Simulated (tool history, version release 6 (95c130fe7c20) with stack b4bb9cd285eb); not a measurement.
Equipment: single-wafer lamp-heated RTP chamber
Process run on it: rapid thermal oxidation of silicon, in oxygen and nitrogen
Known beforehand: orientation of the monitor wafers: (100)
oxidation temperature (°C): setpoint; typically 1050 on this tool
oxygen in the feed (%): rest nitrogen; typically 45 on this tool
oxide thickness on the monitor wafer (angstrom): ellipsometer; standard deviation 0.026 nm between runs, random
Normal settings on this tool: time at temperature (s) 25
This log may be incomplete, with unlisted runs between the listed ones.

| run | hour | oxidation temperature (°C) | time at temperature (s) | oxygen in the feed (%) | wafers since the last listed run | wafers since the last pyrometer calibration | hours since the oxygen flow controller was replaced | hours since the gauge calibration | read-back reference wafer on the same gauge, thickness | oxide thickness on the monitor wafer (angstrom) |
|---|---|---|---|---|---|---|---|---|---|---|
| 1 | 0 | 1050 | 25 | 45 | 0 | 1254 | 6008.1 | 91.6 | 4.764 | 49.65 |
| 2 | 41.1 | 1050 | 25 | 45 | 437 | 1692 | 6049.2 | 132.7 | 4.763 | 49.33 |
| 3 | 131.1 | 1050 | 25 | 45 | 958 | 2651 | 6139.2 | 222.7 | 4.758 | 50.39 |
| 4 | 204.4 | 1050 | 25 | 45 | 780 | 3432 | 6212.5 | 296 | 4.761 | 51.38 |
|  | 250.2 | pyrometer window cleaned and pyrometer calibrated |
| 5 | 255.5 | 1050 | 32 | 45 | 459 | 56 | 6263.6 | 347.1 | 4.758 | 53.6 |
| 6 | 308.6 | 1050 | 32 | 45 | 565 | 622 | 6316.7 | 400.2 | 4.763 | 54.17 |
| 7 | 362.3 | 1050 | 25 | 45 | 572 | 1194 | 6370.4 | 453.9 | 4.763 | 49.16 |
| 8 | 464.9 | 1050 | 25 | 45 | 1092 | 2286 | 6473 | 556.5 | 4.757 | 50.05 |
| 9 | 503.4 | 1050 | 25 | 45 | 410 | 2697 | 6511.5 | 595 | 4.763 | 51.25 |
|  | 558.9 | pyrometer window cleaned and pyrometer calibrated |
| 10 | 559.4 | 1050 | 17 | 56 | 511 | 4 | 6567.5 | 651 | 4.761 | 45.28 |
| 11 | 640.2 | 1050 | 17 | 56 | 860 | 865 | 6648.3 | 731.8 | 4.764 | 45.2 |
| 12 | 695.7 | 1029 | 30 | 32 | 591 | 1456 | 6703.8 | 787.3 | 4.76 | 42.29 |
| 13 | 736 | 1050 | 25 | 61 | 429 | 1886 | 6744.1 | 827.6 | 4.762 | 55.8 |
|  | 888.1 | pyrometer window cleaned and pyrometer calibrated |
| 14 | 947.7 | 1036 | 35 | 45 | 2169 | 634 | 6955.8 | 1039.3 | 4.757 | 52.03 |
| 15 | 1024.6 | 1072 | 25 | 45 | 819 | 1453 | 7032.7 | 1116.2 | 4.766 | 57.73 |
|  | 1086.2 | oxygen flow controller replaced |
| 16 | 1105.8 | 1070 | 25 | 37 | 779 | 2233 | 19.6 | 1197.4 | 4.757 | 54.14 |
| 17 | 1166.4 | 1050 | 37 | 31 | 645 | 2878 | 80.2 | 1258 | 4.757 | 52.8 |
|  | 1215.9 | pyrometer window cleaned and pyrometer calibrated |
|  | 1224.5 | gauge calibrated |
| 18 | 1257.1 | 1067 | 33 | 45 | 880 | 439 | 170.9 | 32.6 | 4.758 | 60.85 |
| 19 | 1300.2 | 1050 | 25 | 45 | 459 | 898 | 214 | 75.7 | 4.76 | 48.66 |
| 20 | 1337.3 | 1050 | 25 | 45 | 395 | 1293 | 251.1 | 112.8 | 4.762 | 49.11 |
| 21 | 1435.2 | 1050 | 25 | 22 | 1042 | 2336 | 349 | 210.7 | 4.761 | 40.06 |
|  | 1505.9 | pyrometer window cleaned and pyrometer calibrated |
| 22 | 1521.4 | 1032 | 20 | 17 | 832 | 165 | 435.2 | 296.9 | 4.76 | 30.75 |
| 23 | 1614.3 | 1050 | 15 | 32 | 989 | 1155 | 528.1 | 389.8 | 4.762 | 36.44 |

Forecast each of these 4 alternatives for the next run:
| A | 1614.8 | 1028 | 25 | 45 | 5 | 1160 | 528.6 | 390.3 | ? | ? |
| B | 1614.8 | 1028 | 25 | 74 | 5 | 1160 | 528.6 | 390.3 | ? | ? |
| C | 1614.8 | 1050 | 36 | 45 | 5 | 1160 | 528.6 | 390.3 | ? | ? |
| D | 1614.8 | 1050 | 19 | 64 | 5 | 1160 | 528.6 | 390.3 | ? | ? |

| run | read-back reference wafer on the same gauge, thickness | oxide thickness on the monitor wafer (angstrom) |
|---|---|---|
| A | 4.759 | 42.74 |
| B | 4.759 | 50.2 |
| C | 4.759 | 57.13 |
| D | 4.759 | 49.54 |
What these runs would have given with no unlogged condition in the tool:
| run | oxide thickness on the monitor wafer (angstrom) |
|---|---|
| A | 41.9 |
| B | 49.14 |
| C | 55.94 |
| D | 48.53 |

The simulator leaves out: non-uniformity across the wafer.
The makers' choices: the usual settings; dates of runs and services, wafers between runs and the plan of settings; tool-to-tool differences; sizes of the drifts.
